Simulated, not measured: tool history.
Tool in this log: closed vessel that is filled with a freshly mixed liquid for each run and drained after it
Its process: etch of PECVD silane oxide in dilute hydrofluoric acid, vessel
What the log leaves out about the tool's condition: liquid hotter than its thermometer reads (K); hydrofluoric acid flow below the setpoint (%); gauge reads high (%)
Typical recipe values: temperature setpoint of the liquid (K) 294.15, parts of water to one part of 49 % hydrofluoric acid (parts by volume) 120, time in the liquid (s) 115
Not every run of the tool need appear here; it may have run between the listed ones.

run     day  temperature setpoint of the liquid (K)  parts of water to one part of 49 % hydrofluoric acid (parts by volume)  time in the liquid (s)  wafers since the last listed run  hours since the thermometer was replaced  hours since the hydrofluoric acid flow meter was replaced  hours since the gauge calibration  read-back film thickness of the PECVD silane oxide reference wafer, read on the same gauge (nm)  thickness taken off the PECVD silane oxide on a monitor wafer (Å)
  1   0.000                                  294.15                                                                     120                     115                                 0                                     430.8                                                      695.9                               28.8                                                                                           140.01                                                              375.7
  2   2.121                                  294.15                                                                     120                     115                              6729                                     481.7                                                      746.8                               79.7                                                                                           139.98                                                              377.5
  3   8.321                                  294.15                                                                     120                     115                             19672                                     630.5                                                      895.6                              228.5                                                                                           139.99                                                              381.6
  4   9.692                                  294.15                                                                     120                      90                              4349                                     663.4                                                      928.5                              261.4                                                                                           139.99                                                              300.3
  5  12.025                                  294.15                                                                     120                     115                              7403                                     719.4                                                      984.5                              317.4                                                                                           140.01                                                              377.7
  6  13.129                                  294.15                                                                     120                     115                              3503                                     745.9                                                     1011.0                              343.9                                                                                           139.99                                                              377.3
  7  14.783                                  294.15                                                                     120                     115                              5248                                     785.6                                                     1050.7                              383.6                                                                                           139.99                                                              383.8
  8  15.846                                  296.65                                                                     100                     115                              3371                                     811.1                                                     1076.2                              409.1                                                                                           140.01                                                              521.7
  9  18.067                                  294.15                                                                     120                      95                              7046                                     864.4                                                     1129.5                              462.4                                                                                           139.97                                                              318.8
 10  20.250                                  294.15                                                                     120                      95                              6927                                     916.8                                                     1181.9                              514.8                                                                                           140.00                                                              318.0
 11  21.812                                  294.15                                                                     120                      95                              4957                                     954.3                                                     1219.4                              552.3                                                                                           139.97                                                              324.0
 12  24.354                                  294.15                                                                     120                     115                              8064                                    1015.3                                                     1280.4                              613.3                                                                                           140.00                                                              390.6
 13  25.917                                  294.15                                                                     120                     115                              4957                                    1052.8                                                     1317.9                              650.8                                                                                           140.00                                                              390.3
 14  28.400                                  294.15                                                                     120                     115                              7879                                    1112.4                                                     1377.5                              710.4                                                                                           139.98                                                              387.2
 15  29.517                                  294.15                                                                     120                     115                              3543                                    1139.2                                                     1404.3                              737.2                                                                                           139.99                                                              392.7
 16  31.688                                  290.15                                                                      70                      75                              6888                                    1191.3                                                     1456.4                              789.3                                                                                           140.01                                                              396.3
 17  33.912                                  294.15                                                                     120                     115                              7059                                    1244.7                                                     1509.8                              842.7                                                                                           139.99                                                              393.2
 18  36.696                                  294.15                                                                     120                     115                              8831                                    1311.5                                                     1576.6                              909.5                                                                                           140.01                                                              388.2
     36.817  -- gauge calibrated
     37.342  -- hydrofluoric acid flow meter replaced
 19  38.450                                  290.65                                                                      65                     115                              5433                                    1353.6                                                       26.6                               39.2                                                                                           140.00                                                              667.2
 20  40.446                                  294.15                                                                     120                     115                              6332                                    1401.5                                                       74.5                               87.1                                                                                           139.99                                                              396.2
 21  42.029                                  294.15                                                                     120                      75                              5023                                    1439.5                                                      112.5                              125.1                                                                                           140.02                                                              256.6
 22  44.917                                  296.65                                                                     120                     115                              9162                                    1508.8                                                      181.8                              194.4                                                                                           139.99                                                              436.5
 23  47.408                                  294.15                                                                     120                     115                              7906                                    1568.6                                                      241.6                              254.2                                                                                           140.00                                                              395.4
 24  48.992                                  297.65                                                                      95                      70                              5023                                    1606.6                                                      279.6                              292.2                                                                                           140.03                                                              362.0
     50.162  -- thermometer replaced
 25  51.088                                  294.15                                                                     120                     175                              6517                                      22.2                                                      329.9                              342.5                                                                                           139.99                                                              565.2
 26  53.554                                  294.15                                                                     175                     165                              7826                                      81.4                                                      389.1                              401.7                                                                                           139.98                                                              347.9
 27  55.500                                  292.65                                                                      75                     115                              6174                                     128.1                                                      435.8                              448.4                                                                                           140.01                                                              595.9
 28  56.904                                  296.15                                                                     100                     180                              4455                                     161.8                                                      469.5                              482.1                                                                                           140.02                                                              784.8
 29  58.167                                  294.15                                                                     120                     115                              4005                                     192.1                                                      499.8                              512.4                                                                                           140.03                                                              376.8
 30  66.492                                  295.65                                                                     120                     115                             26415                                     391.9                                                      699.6                              712.2                                                                                           140.00                                                              399.0
 31  68.050                                  294.15                                                                     105                     115                              4944                                     429.3                                                      737.0                              749.6                                                                                           140.00                                                              442.4
 32  69.212                                  294.15                                                                     120                     115                              3688                                     457.2                                                      764.9                              777.5                                                                                           140.02                                                              381.7
 33  70.262                                  294.15                                                                     105                     115                              3331                                     482.4                                                      790.1                              802.7                                                                                           139.99                                                              444.5

Predict each of these 4 candidate next runs independently; none follows another, all start after run 33:
  A  70.292                                  294.15                                                                     120                     115                                92                                     483.1                                                      790.8                              803.4                                                                                                ?                                                                  ?
  B  70.292                                  296.15                                                                     120                     160                                92                                     483.1                                                      790.8                              803.4                                                                                                ?                                                                  ?
  C  70.292                                  297.65                                                                     135                      90                                92                                     483.1                                                      790.8                              803.4                                                                                                ?                                                                  ?
  D  70.292                                  294.15                                                                     120                      70                                92                                     483.1                                                      790.8                              803.4                                                                                                ?                                                                  ?

run  read-back film thickness of the PECVD silane oxide reference wafer, read on the same gauge (nm)  thickness taken off the PECVD silane oxide on a monitor wafer (Å)
  A                                                                                           140.00                                                              381.6
  B                                                                                           140.00                                                              574.7
  C                                                                                           140.00                                                              299.2
  D                                                                                           140.00                                                              232.3
Without the tool's unlogged condition, the same runs would have read:
run  thickness taken off the PECVD silane oxide on a monitor wafer (Å)
  A                                                              372.9
  B                                                              561.8
  C                                                              292.6
  D                                                              227.0

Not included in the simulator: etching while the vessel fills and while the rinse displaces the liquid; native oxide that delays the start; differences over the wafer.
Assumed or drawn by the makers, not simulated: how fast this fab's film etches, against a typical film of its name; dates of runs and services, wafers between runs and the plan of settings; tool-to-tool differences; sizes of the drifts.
